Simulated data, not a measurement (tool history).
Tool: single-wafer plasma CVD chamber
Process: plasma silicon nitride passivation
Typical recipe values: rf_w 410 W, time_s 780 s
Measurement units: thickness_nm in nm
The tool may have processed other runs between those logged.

run     day  rf_w  time_s  read-back reference wafer on the same gauge, thickness_nm  thickness_nm
  1       0   475     737                                                    1300.23      1105.775
  2   3.004   410     780                                                   1301.412      1121.781
  3   5.012   410     780                                                   1300.035       1122.76
  4     7.8   410     780                                                   1300.767       1123.41
  5  10.479   390     780                                                   1298.626      1097.197
  6  12.271   390     780                                                   1298.872       1106.04
  7  15.617   410     780                                                   1299.201      1115.702
  8  19.654   410     780                                                   1300.295      1114.933
  9  23.483   430     716                                                   1298.459      1027.362
 10  27.075   455     885                                                   1301.603      1285.718
     31.571  -- RF generator calibrated
 11  33.054   455     894                                                   1298.708      1322.849
     33.108  -- gauge calibrated
 12  37.075   410     780                                                   1297.179      1122.423
 13  39.204   465     713                                                   1300.563      1064.827
     40.712  -- showerhead replaced
 14  42.367   380     696                                                   1299.165       978.972
 15  46.283   410     780                                                   1300.668      1110.638
 16  48.162   335     780                                                   1298.659      1060.534
 17  50.238   385     732                                                   1300.242      1027.493
 18  52.483   410     780                                                   1299.954      1113.808

Below are 3 alternative next runs, each starting from the tool's condition after run 18. Predict each:
  A  52.508   410     780                                                          ?             ?
  B  52.508   410     678                                                          ?             ?
  C  52.508   410     875                                                          ?             ?

run  read-back reference wafer on the same gauge, thickness_nm  thickness_nm
  A                                                   1301.926      1123.889
  B                                                   1301.926       976.919
  C                                                   1301.926      1260.773
Without the tool's unlogged condition, the same runs would have read:
run  thickness_nm
  A      1131.701
  B        983.71
  C      1269.537
